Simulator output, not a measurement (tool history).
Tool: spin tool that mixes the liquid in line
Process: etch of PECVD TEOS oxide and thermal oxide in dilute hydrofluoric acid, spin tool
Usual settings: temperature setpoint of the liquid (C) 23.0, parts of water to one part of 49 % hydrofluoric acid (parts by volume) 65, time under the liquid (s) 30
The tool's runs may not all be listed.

run    hour  temperature setpoint of the liquid (C)  parts of water to one part of 49 % hydrofluoric acid (parts by volume)  time under the liquid (s)  wafers since the last listed run  hours since the thermometer was replaced  hours since the hydrofluoric acid flow meter was replaced  hours since the gauge calibration  read-back film thickness of the PECVD TEOS oxide reference wafer, read on the same gauge (nm)  read-back film thickness of the thermal oxide reference wafer, read on the same gauge (nm)  thickness taken off the PECVD TEOS oxide on a monitor wafer (angstrom)  thickness taken off the thermal oxide on a monitor wafer (angstrom)
  1     0.0                                    26.0                                                                      65                         30                                 0                                    1206.4                                                     1340.8                             2246.9                                                                                          40.02                                                                                     140.003                                                                   120.3                                                                24.02
       64.7  -- thermometer replaced
  2    67.9                                    25.0                                                                      65                         30                               809                                       3.2                                                     1408.7                             2314.8                                                                                          40.02                                                                                     140.003                                                                   115.9                                                                23.45
  3   123.5                                    25.0                                                                      65                         30                               672                                      58.8                                                     1464.3                             2370.4                                                                                          40.00                                                                                     140.009                                                                   114.8                                                                23.12
  4   206.1                                    19.5                                                                      85                         50                               999                                     141.4                                                     1546.9                             2453.0                                                                                          40.00                                                                                     139.992                                                                   113.8                                                                23.41
  5   306.5                                    23.0                                                                      65                         45                              1215                                     241.8                                                     1647.3                             2553.4                                                                                          39.99                                                                                     139.997                                                                   158.8                                                                32.09
  6   428.1                                    26.0                                                                      95                         20                              1471                                     363.4                                                     1768.9                             2675.0                                                                                          40.03                                                                                     140.008                                                                    51.8                                                                10.39
      476.1  -- gauge calibrated
      481.3  -- hydrofluoric acid flow meter replaced
  7   494.4                                    24.5                                                                      90                         15                               790                                     429.7                                                       13.1                               18.3                                                                                          39.99                                                                                     139.990                                                                    37.4                                                                 7.53
  8   723.0                                    23.0                                                                      50                         30                              2766                                     658.3                                                      241.7                              246.9                                                                                          40.00                                                                                     140.006                                                                   131.4                                                                26.35
  9   795.9                                    26.5                                                                      80                         45                               882                                     731.2                                                      314.6                              319.8                                                                                          39.96                                                                                     139.998                                                                   136.2                                                                27.73
 10   880.3                                    21.5                                                                      85                         30                              1021                                     815.6                                                      399.0                              404.2                                                                                          40.00                                                                                     140.005                                                                    69.3                                                                14.07
 11   926.2                                    21.0                                                                      90                         30                               555                                     861.5                                                      444.9                              450.1                                                                                          40.01                                                                                     139.980                                                                    63.5                                                                12.64
 12   967.8                                    23.0                                                                      65                         15                               503                                     903.1                                                      486.5                              491.7                                                                                          40.01                                                                                     139.981                                                                    49.4                                                                10.06
 13  1032.0                                    20.0                                                                      85                         15                               776                                     967.3                                                      550.7                              555.9                                                                                          40.03                                                                                     140.000                                                                    32.1                                                                 6.62
 14  1085.9                                    20.5                                                                      90                         30                               652                                    1021.2                                                      604.6                              609.8                                                                                          40.01                                                                                     140.000                                                                    62.4                                                                12.47
     1121.7  -- hydrofluoric acid flow meter replaced, repeated, since the last time left the tool worse
 15  1158.8                                    25.0                                                                      75                         20                               870                                    1094.1                                                       37.1                              682.7                                                                                          39.99                                                                                     140.008                                                                    69.5                                                                14.06
 16  1240.4                                    20.0                                                                      65                         30                               987                                    1175.7                                                      118.7                              764.3                                                                                          39.98                                                                                     139.993                                                                    98.8                                                                19.96
 17  1347.6                                    23.0                                                                      65                         30                              1297                                    1282.9                                                      225.9                              871.5                                                                                          39.98                                                                                     139.981                                                                   110.9                                                                22.86
     1407.5  -- thermometer replaced
 18  1448.5                                    23.0                                                                      85                         15                              1208                                      41.0                                                      326.8                              972.4                                                                                          39.99                                                                                     139.993                                                                    41.4                                                                 8.47
 19  1684.4                                    23.0                                                                      75                         30                              2854                                     276.9                                                      562.7                             1208.3                                                                                          40.03                                                                                     140.007                                                                    93.4                                                                18.87
 20  1761.0                                    20.5                                                                      90                         30                               926                                     353.5                                                      639.3                             1284.9                                                                                          40.01                                                                                     139.992                                                                    69.0                                                                14.10
 21  1832.8                                    23.0                                                                      85                         15                               868                                     425.3                                                      711.1                             1356.7                                                                                          40.01                                                                                     139.987                                                                    40.7                                                                 8.23
 22  1927.6                                    20.5                                                                      55                         40                              1147                                     520.1                                                      805.9                             1451.5                                                                                          39.99                                                                                     139.977                                                                   156.3                                                                32.02
 23  2002.0                                    23.0                                                                      65                         30                               900                                     594.5                                                      880.3                             1525.9                                                                                          39.99                                                                                     139.996                                                                   108.7                                                                22.07
 24  2079.9                                    23.0                                                                      65                         20                               942                                     672.4                                                      958.2                             1603.8                                                                                          39.98                                                                                     139.988                                                                    72.4                                                                14.67
 25  2136.2                                    24.5                                                                      65                         30                               681                                     728.7                                                     1014.5                             1660.1                                                                                          40.00                                                                                     139.980                                                                   115.4                                                                23.16
 26  2233.6                                    23.0                                                                      40                         30                              1178                                     826.1                                                     1111.9                             1757.5                                                                                          39.99                                                                                     140.009                                                                   178.4                                                                36.88

Forecast each of these 4 alternatives for the next run:
  A  2234.0                                    23.0                                                                      65                         30                                 4                                     826.5                                                     1112.3                             1757.9                                                                                              ?                                                                                           ?                                                                       ?                                                                    ?
  B  2234.0                                    23.0                                                                      40                         40                                 4                                     826.5                                                     1112.3                             1757.9                                                                                              ?                                                                                           ?                                                                       ?                                                                    ?
  C  2234.0                                    21.0                                                                      45                         40                                 4                                     826.5                                                     1112.3                             1757.9                                                                                              ?                                                                                           ?                                                                       ?                                                                    ?
  D  2234.0                                    18.5                                                                      40                         35                                 4                                     826.5                                                     1112.3                             1757.9                                                                                              ?                                                                                           ?                                                                       ?                                                                    ?

run  read-back film thickness of the PECVD TEOS oxide reference wafer, read on the same gauge (nm)  read-back film thickness of the thermal oxide reference wafer, read on the same gauge (nm)  thickness taken off the PECVD TEOS oxide on a monitor wafer (angstrom)  thickness taken off the thermal oxide on a monitor wafer (angstrom)
  A                                                                                          40.04                                                                                     140.018                                                                   107.3                                                                21.80
  B                                                                                          40.04                                                                                     140.018                                                                   240.5                                                                48.85
  C                                                                                          40.04                                                                                     140.018                                                                   195.2                                                                39.66
  D                                                                                          40.04                                                                                     140.018                                                                   173.8                                                                35.31
Without the tool's hidden state the same runs would have given:
run  thickness taken off the PECVD TEOS oxide on a monitor wafer (angstrom)  thickness taken off the thermal oxide on a monitor wafer (angstrom)
  A                                                                   112.5                                                                22.86
  B                                                                   251.8                                                                51.14
  C                                                                   204.4                                                                41.53
  D                                                                   181.9                                                                36.96
